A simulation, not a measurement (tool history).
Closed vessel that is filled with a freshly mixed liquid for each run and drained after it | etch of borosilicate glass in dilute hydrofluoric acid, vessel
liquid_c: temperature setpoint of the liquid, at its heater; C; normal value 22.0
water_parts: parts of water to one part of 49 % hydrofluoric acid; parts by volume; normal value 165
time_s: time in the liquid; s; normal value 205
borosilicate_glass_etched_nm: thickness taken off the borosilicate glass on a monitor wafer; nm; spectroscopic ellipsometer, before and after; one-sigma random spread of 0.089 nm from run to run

run,hour,liquid_c,water_parts,time_s,"read-back film thickness of the borosilicate glass reference wafer, read on the same gauge (nm)",borosilicate_glass_etched_nm
1,0.0,22.0,195,205,109.97,22.96
# hour 62.5: thermometer replaced
2,83.1,22.0,195,205,109.99,23.19
3,184.4,22.0,165,205,110.03,28.35
4,267.5,22.0,165,205,109.99,28.19
5,356.3,22.0,165,205,110.06,28.15
6,398.4,22.0,165,205,109.99,28.22
7,503.8,22.0,165,205,110.02,28.14
8,610.1,22.0,165,205,109.99,27.99
9,698.0,18.5,165,205,109.95,24.26
10,737.9,18.5,165,205,110.02,24.26
11,830.8,22.0,165,205,110.01,27.92
12,876.3,22.0,165,205,109.97,27.92
13,916.3,22.0,165,205,109.99,27.75
14,964.2,22.0,165,205,109.99,27.77
15,1041.9,22.0,165,205,110.02,27.77
# hour 1099.6: thermometer replaced
# hour 1108.6: hydrofluoric acid flow meter replaced
16,1362.1,26.5,235,325,110.02,34.31
17,1452.3,22.0,165,205,109.98,28.21
18,1554.9,25.0,95,85,110.02,24.74
19,1621.1,22.0,110,125,109.99,27.38
# hour 1710.2: gauge calibrated
20,1714.0,23.5,125,205,110.00,41.00
21,1808.7,22.0,165,205,110.02,28.05
22,1845.2,25.0,165,150,109.99,22.82
23,1917.6,22.0,165,205,109.96,27.81
24,1994.5,25.5,190,115,109.99,15.07
25,2061.9,22.0,165,205,109.99,27.95
26,2144.4,20.5,210,80,110.02,7.69
# hour 2206.3: thermometer replaced
27,2250.1,22.0,165,285,109.97,39.51
28,2318.9,22.0,165,205,110.03,28.19
29,2469.7,26.0,240,95,110.01,9.63
30,2531.5,26.5,165,170,110.01,27.56

Had the tool no unlogged condition, and each run kept its random variation, what would the results have been?
What the log doesn't record here: liquid colder than its thermometer reads (K); hydrofluoric acid flow above the setpoint (%); gauge reads high (%).
run,borosilicate_glass_etched_nm
1,23.46
2,23.28
3,28.53
4,28.41
5,28.43
6,28.52
7,28.50
8,28.42
9,24.69
10,24.71
11,28.48
12,28.50
13,28.35
14,28.40
15,28.44
16,34.52
17,28.46
18,25.01
19,27.73
20,41.59
21,28.51
22,23.20
23,28.33
24,15.36
25,28.56
26,7.87
27,39.62
28,28.30
29,9.69
30,27.79

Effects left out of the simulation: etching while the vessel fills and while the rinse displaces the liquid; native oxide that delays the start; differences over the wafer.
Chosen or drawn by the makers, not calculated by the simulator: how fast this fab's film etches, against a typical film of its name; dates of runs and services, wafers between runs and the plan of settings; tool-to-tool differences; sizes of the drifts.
